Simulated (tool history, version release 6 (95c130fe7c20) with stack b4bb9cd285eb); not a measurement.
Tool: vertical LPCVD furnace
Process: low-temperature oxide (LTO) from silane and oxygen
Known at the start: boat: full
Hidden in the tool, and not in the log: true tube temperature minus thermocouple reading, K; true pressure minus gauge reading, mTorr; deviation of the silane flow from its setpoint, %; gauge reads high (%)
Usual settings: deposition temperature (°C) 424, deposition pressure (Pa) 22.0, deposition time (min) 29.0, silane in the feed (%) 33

run   hour  deposition temperature (°C)  deposition pressure (Pa)  deposition time (min)  silane in the feed (%)  wafers since the last listed run  hours since the last temperature calibration  hours since the pressure gauge was zeroed  hours since the silane flow controller was replaced  hours since the gauge calibration  read-back reference wafer on the same gauge, thickness  film thickness on the monitor wafer in the middle of the boat (Å)
  1    0.0                          424                      22.0                   29.0                      33                                 0                                        3605.3                                     2849.4                                               5470.0                              216.9                                                  210.24                                                             2065.0
      22.6  -- gauge calibrated
  2   32.3                          424                      22.0                   29.0                      33                               335                                        3637.6                                     2881.7                                               5502.3                                9.7                                                  209.68                                                             2053.3
  3   65.7                          424                      22.0                   29.0                      33                               346                                        3671.0                                     2915.1                                               5535.7                               43.1                                                  210.24                                                             2070.8
  4   80.4                          424                      22.0                   29.0                      33                               152                                        3685.7                                     2929.8                                               5550.4                               57.8                                                  209.90                                                             2060.5
  5   92.7                          424                      22.0                   29.0                      33                               127                                        3698.0                                     2942.1                                               5562.7                               70.1                                                  209.64                                                             2084.9
     147.7  -- pressure gauge zeroed
  6  148.2                          429                      22.0                   29.0                      33                               327                                        3753.5                                        0.5                                               5618.2                              125.6                                                  209.91                                                             2186.8
  7  153.1                          429                      22.0                   29.0                      33                                50                                        3758.4                                        5.4                                               5623.1                              130.5                                                  210.50                                                             2201.8
  8  171.2                          424                      22.0                   29.0                      33                               187                                        3776.5                                       23.5                                               5641.2                              148.6                                                  209.99                                                             2091.4
  9  200.0                          431                      24.7                   33.0                      28                               299                                        3805.3                                       52.3                                               5670.0                              177.4                                                  210.07                                                             2278.4
 10  226.3                          433                      20.7                   25.0                      38                               273                                        3831.6                                       78.6                                               5696.3                              203.7                                                  210.53                                                             2185.5
     265.0  -- thermocouples replaced and temperature profile calibrated
 11  265.5                          424                      18.7                   24.0                      33                               157                                           0.5                                      117.8                                               5735.5                              242.9                                                  209.19                                                             1467.4
     315.1  -- gauge calibrated
     337.7  -- silane flow controller replaced
 12  338.2                          418                      19.3                   29.0                      33                               505                                          73.2                                      190.5                                                  0.5                               23.1                                                  209.30                                                             1700.6
 13  350.3                          431                      24.7                   33.0                      28                               125                                          85.3                                      202.6                                                 12.6                               35.2                                                  209.63                                                             2266.4
 14  372.1                          424                      22.0                   29.0                      33                               226                                         107.1                                      224.4                                                 34.4                               57.0                                                  209.71                                                             2065.7
 15  394.2                          412                      23.3                   29.0                      33                               229                                         129.2                                      246.5                                                 56.5                               79.1                                                  210.30                                                             1922.4
 16  417.6                          424                      19.3                   21.0                      29                               242                                         152.6                                      269.9                                                 79.9                              102.5                                                  210.60                                                             1087.1
 17  430.1                          430                      23.3                   39.5                      31                               129                                         165.1                                      282.4                                                 92.4                              115.0                                                  209.99                                                             2923.9

What the log doesn't show, run by run:
true tube temperature minus thermocouple reading, K: 0 in every run
true pressure minus gauge reading, mTorr: 0 in every run
deviation of the silane flow from its setpoint, %: 0 in every run
gauge reads high (%): 0 in every run
